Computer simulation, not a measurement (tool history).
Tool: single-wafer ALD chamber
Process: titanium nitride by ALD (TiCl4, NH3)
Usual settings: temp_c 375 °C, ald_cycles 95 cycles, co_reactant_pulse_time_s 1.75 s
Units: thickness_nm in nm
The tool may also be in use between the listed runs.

| run | hour | temp_c | ald_cycles | co_reactant_pulse_time_s | wafers since the last listed run | hours since the last thermocouple change | hours since the showerhead was replaced | hours since the gauge calibration | read-back reference wafer on the same gauge, thickness_nm | thickness_nm |
|---|---|---|---|---|---|---|---|---|---|---|
| 1 | 0.0 | 375 | 95 | 1.33 | 0 | 1007.2 | 2667.4 | 534.5 | 2.218 | 2.106 |
| 2 | 68.6 | 375 | 95 | 1.33 | 118 | 1075.8 | 2736.0 | 603.1 | 2.221 | 2.113 |
| 3 | 135.8 | 375 | 95 | 1.33 | 115 | 1143.0 | 2803.2 | 670.3 | 2.223 | 2.105 |
| 4 | 175.1 | 375 | 95 | 1.75 | 67 | 1182.3 | 2842.5 | 709.6 | 2.219 | 2.166 |
| 5 | 282.9 | 375 | 95 | 1.75 | 185 | 1290.1 | 2950.3 | 817.4 | 2.220 | 2.165 |
| 6 | 487.8 | 375 | 95 | 1.75 | 353 | 1495.0 | 3155.2 | 1022.3 | 2.223 | 2.178 |
|  | 543.2 | thermocouple changed; heater temperature recalibrated |
| 7 | 551.4 | 375 | 95 | 1.75 | 95 | 8.2 | 3218.8 | 1085.9 | 2.220 | 2.160 |
| 8 | 617.4 | 375 | 95 | 1.75 | 113 | 74.2 | 3284.8 | 1151.9 | 2.221 | 2.166 |
|  | 660.9 | gauge calibrated |
| 9 | 673.2 | 382 | 104 | 1.75 | 96 | 130.0 | 3340.6 | 12.3 | 2.219 | 2.391 |
|  | 701.1 | showerhead replaced |
| 10 | 708.0 | 381 | 108 | 1.35 | 46 | 164.8 | 6.9 | 47.1 | 2.217 | 2.421 |
| 11 | 761.1 | 381 | 95 | 1.06 | 91 | 217.9 | 60.0 | 100.2 | 2.221 | 2.069 |
| 12 | 791.7 | 384 | 90 | 1.49 | 52 | 248.5 | 90.6 | 130.8 | 2.217 | 2.038 |
| 13 | 841.7 | 370 | 95 | 1.75 | 86 | 298.5 | 140.6 | 180.8 | 2.218 | 2.148 |
| 14 | 938.6 | 390 | 78 | 1.18 | 167 | 395.4 | 237.5 | 277.7 | 2.218 | 1.757 |
| 15 | 990.5 | 375 | 95 | 1.75 | 89 | 447.3 | 289.4 | 329.6 | 2.219 | 2.162 |
| 16 | 1040.2 | 375 | 95 | 1.75 | 85 | 497.0 | 339.1 | 379.3 | 2.217 | 2.166 |

The tool's hidden state at each run:
wafer temperature above the value expected at the setpoint (K): 0 in every run
gauge reads high (%): 0 in every run
